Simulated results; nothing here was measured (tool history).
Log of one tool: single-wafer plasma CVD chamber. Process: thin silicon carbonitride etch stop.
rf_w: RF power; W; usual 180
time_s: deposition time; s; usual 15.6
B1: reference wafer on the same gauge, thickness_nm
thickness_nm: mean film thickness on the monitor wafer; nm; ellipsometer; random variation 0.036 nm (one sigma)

{"run": 1, "hour": 0.0, "rf_w": 180, "time_s": 15.6, "B1": 9.474, "thickness_nm": 8.569}
{"run": 2, "hour": 37.5, "rf_w": 180, "time_s": 15.6, "B1": 9.478, "thickness_nm": 8.549}
{"run": 3, "hour": 91.7, "rf_w": 180, "time_s": 15.6, "B1": 9.463, "thickness_nm": 8.541}
{"run": 4, "hour": 146.3, "rf_w": 180, "time_s": 15.6, "B1": 9.472, "thickness_nm": 8.59}
{"run": 5, "hour": 207.3, "rf_w": 180, "time_s": 15.6, "B1": 9.463, "thickness_nm": 8.522}
{"run": 6, "hour": 266.2, "rf_w": 200, "time_s": 15.6, "B1": 9.47, "thickness_nm": 8.755}
{"run": 7, "hour": 295.2, "rf_w": 200, "time_s": 15.6, "B1": 9.461, "thickness_nm": 8.85}
{"run": 8, "hour": 348.4, "rf_w": 180, "time_s": 15.6, "B1": 9.469, "thickness_nm": 8.476}
{"run": 9, "hour": 387.7, "rf_w": 180, "time_s": 15.6, "B1": 9.468, "thickness_nm": 8.476}
{"run": 10, "hour": 449.7, "rf_w": 165, "time_s": 13.9, "B1": 9.482, "thickness_nm": 7.438}
{"run": 11, "hour": 503.2, "rf_w": 180, "time_s": 14.9, "B1": 9.465, "thickness_nm": 8.207}
{"run": 12, "hour": 531.1, "rf_w": 180, "time_s": 14.9, "B1": 9.472, "thickness_nm": 8.141}
{"run": 13, "hour": 568.6, "rf_w": 180, "time_s": 15.6, "B1": 9.47, "thickness_nm": 8.538}
{"run": 14, "hour": 592.7, "rf_w": 180, "time_s": 15.6, "B1": 9.474, "thickness_nm": 8.501}
{"run": 15, "hour": 647.2, "rf_w": 180, "time_s": 18, "B1": 9.468, "thickness_nm": 9.832}
{"run": 16, "hour": 679.5, "rf_w": 180, "time_s": 18, "B1": 9.472, "thickness_nm": 9.868}
{"run": 17, "hour": 729.7, "rf_w": 180, "time_s": 18, "B1": 9.472, "thickness_nm": 9.748}
{"run": 18, "hour": 792.6, "rf_w": 180, "time_s": 15.6, "B1": 9.466, "thickness_nm": 8.502}
{"run": 19, "hour": 820.4, "rf_w": 205, "time_s": 17.6, "B1": 9.463, "thickness_nm": 9.967}
{"run": 20, "hour": 888.8, "rf_w": 160, "time_s": 17.4, "B1": 9.475, "thickness_nm": 9.165}
{"run": 21, "hour": 932.7, "rf_w": 165, "time_s": 12.8, "B1": 9.47, "thickness_nm": 6.753}
{"run": 22, "hour": 960.4, "rf_w": 205, "time_s": 17.6, "B1": 9.466, "thickness_nm": 9.886}
{"run": 23, "hour": 1008.0, "rf_w": 215, "time_s": 16.5, "B1": 9.461, "thickness_nm": 9.42}
{"run": 24, "hour": 1033.8, "rf_w": 165, "time_s": 18.2, "B1": 9.473, "thickness_nm": 9.575}
{"hour": 1064.8, "done": "showerhead replaced"}
{"run": 25, "hour": 1190.7, "rf_w": 200, "time_s": 17.4, "B1": 9.472, "thickness_nm": 9.667}
{"hour": 1239.9, "done": "RF generator calibrated"}
{"run": 26, "hour": 1240.4, "rf_w": 180, "time_s": 12.9, "B1": 9.463, "thickness_nm": 7.043}
{"run": 27, "hour": 1268.3, "rf_w": 180, "time_s": 15.6, "B1": 9.466, "thickness_nm": 8.563}
{"hour": 1384.5, "done": "thermocouple changed; heater temperature recalibrated"}
{"run": 28, "hour": 1423.9, "rf_w": 180, "time_s": 13.6, "B1": 9.477, "thickness_nm": 7.455}
{"run": 29, "hour": 1448.7, "rf_w": 180, "time_s": 15.6, "B1": 9.472, "thickness_nm": 8.6}
{"run": 30, "hour": 1493.8, "rf_w": 180, "time_s": 14.2, "B1": 9.472, "thickness_nm": 7.824}
{"hour": 1544.1, "done": "gauge calibrated"}
{"run": 31, "hour": 1544.3, "rf_w": 180, "time_s": 15.6, "B1": 9.468, "thickness_nm": 8.601}
{"run": 32, "hour": 1754.1, "rf_w": 145, "time_s": 15.6, "B1": 9.472, "thickness_nm": 8.04}
{"run": 33, "hour": 1781.1, "rf_w": 210, "time_s": 15.6, "B1": 9.473, "thickness_nm": 8.98}
{"run": 34, "hour": 1812.6, "rf_w": 150, "time_s": 14, "B1": 9.471, "thickness_nm": 7.29}
{"run": 35, "hour": 1874.4, "rf_w": 180, "time_s": 15.6, "B1": 9.478, "thickness_nm": 8.519}
{"run": 36, "hour": 1945.5, "rf_w": 205, "time_s": 15.6, "B1": 9.471, "thickness_nm": 8.797}

Forecast each of these 3 alternatives for the next run:
{"run": "A", "hour": 1945.9, "rf_w": 190, "time_s": 15.6, "B1": "?", "thickness_nm": "?"}
{"run": "B", "hour": 1945.9, "rf_w": 150, "time_s": 17.2, "B1": "?", "thickness_nm": "?"}
{"run": "C", "hour": 1945.9, "rf_w": 160, "time_s": 16.8, "B1": "?", "thickness_nm": "?"}

run=A B1=9.462 thickness_nm=8.658
run=B B1=9.462 thickness_nm=8.922
run=C B1=9.462 thickness_nm=8.876
Without the tool's hidden state the same runs would have given:
run=A thickness_nm=8.727
run=B thickness_nm=8.994
run=C thickness_nm=8.948
